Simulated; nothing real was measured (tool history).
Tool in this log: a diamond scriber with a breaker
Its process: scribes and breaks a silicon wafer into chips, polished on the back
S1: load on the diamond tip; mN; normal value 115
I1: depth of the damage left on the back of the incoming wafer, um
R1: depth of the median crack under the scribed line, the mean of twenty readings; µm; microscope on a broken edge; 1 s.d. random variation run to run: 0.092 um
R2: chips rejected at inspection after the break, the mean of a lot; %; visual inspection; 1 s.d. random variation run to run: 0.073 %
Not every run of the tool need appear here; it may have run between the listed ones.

{"run": 1, "hour": 0.0, "S1": 115, "I1": 0.04, "R1": 8.44, "R2": 2.6}
{"run": 2, "hour": 17.0, "S1": 115, "I1": 0.04, "R1": 8.39, "R2": 2.76}
{"run": 3, "hour": 36.3, "S1": 115, "I1": 0.05, "R1": 8.36, "R2": 2.77}
{"run": 4, "hour": 50.1, "S1": 115, "I1": 0.02, "R1": 8.26, "R2": 2.98}
{"run": 5, "hour": 75.2, "S1": 115, "I1": 0.04, "R1": 8.16, "R2": 2.96}
{"run": 6, "hour": 98.7, "S1": 115, "I1": 0.02, "R1": 8.27, "R2": 3.2}
{"run": 7, "hour": 119.5, "S1": 115, "I1": 0.03, "R1": 8.16, "R2": 2.99}
{"run": 8, "hour": 144.6, "S1": 115, "I1": 0.03, "R1": 8.13, "R2": 3.42}
{"hour": 177.7, "done": "load on the tip recalibrated"}
{"run": 9, "hour": 178.2, "S1": 105, "I1": 0.03, "R1": 7.6, "R2": 6.94}
{"run": 10, "hour": 204.2, "S1": 148, "I1": 0.02, "R1": 9.71, "R2": 2.62}
{"run": 11, "hour": 216.7, "S1": 94, "I1": 0.04, "R1": 6.75, "R2": 12.28}
{"hour": 232.9, "done": "diamond tip replaced by a new one"}
{"run": 12, "hour": 251.6, "S1": 81, "I1": 0.04, "R1": 6.81, "R2": 13.36}
{"run": 13, "hour": 284.8, "S1": 128, "I1": 0.03, "R1": 9.93, "R2": 2.38}
{"run": 14, "hour": 310.5, "S1": 115, "I1": 0.05, "R1": 8.95, "R2": 1.43}
{"run": 15, "hour": 340.5, "S1": 134, "I1": 0.03, "R1": 10.16, "R2": 3.39}
{"run": 16, "hour": 360.0, "S1": 103, "I1": 0.05, "R1": 8.2, "R2": 3.29}

Here are 3 independent what-if runs from the current tool condition. What would each one return?
{"run": "A", "hour": 360.5, "S1": 115, "I1": 0.02, "R1": "?", "R2": "?"}
{"run": "B", "hour": 360.5, "S1": 140, "I1": 0.02, "R1": "?", "R2": "?"}
{"run": "C", "hour": 360.5, "S1": 144, "I1": 0.02, "R1": "?", "R2": "?"}

run=A R1=8.95 R2=1.48
run=B R1=10.49 R2=3.99
run=C R1=10.72 R2=4.84
The same runs, with their run-to-run variation unchanged, on a tool lacking any hidden condition would have given:
run=A R1=9.12 R2=1.43
run=B R1=10.69 R2=4.7
run=C R1=10.93 R2=5.65
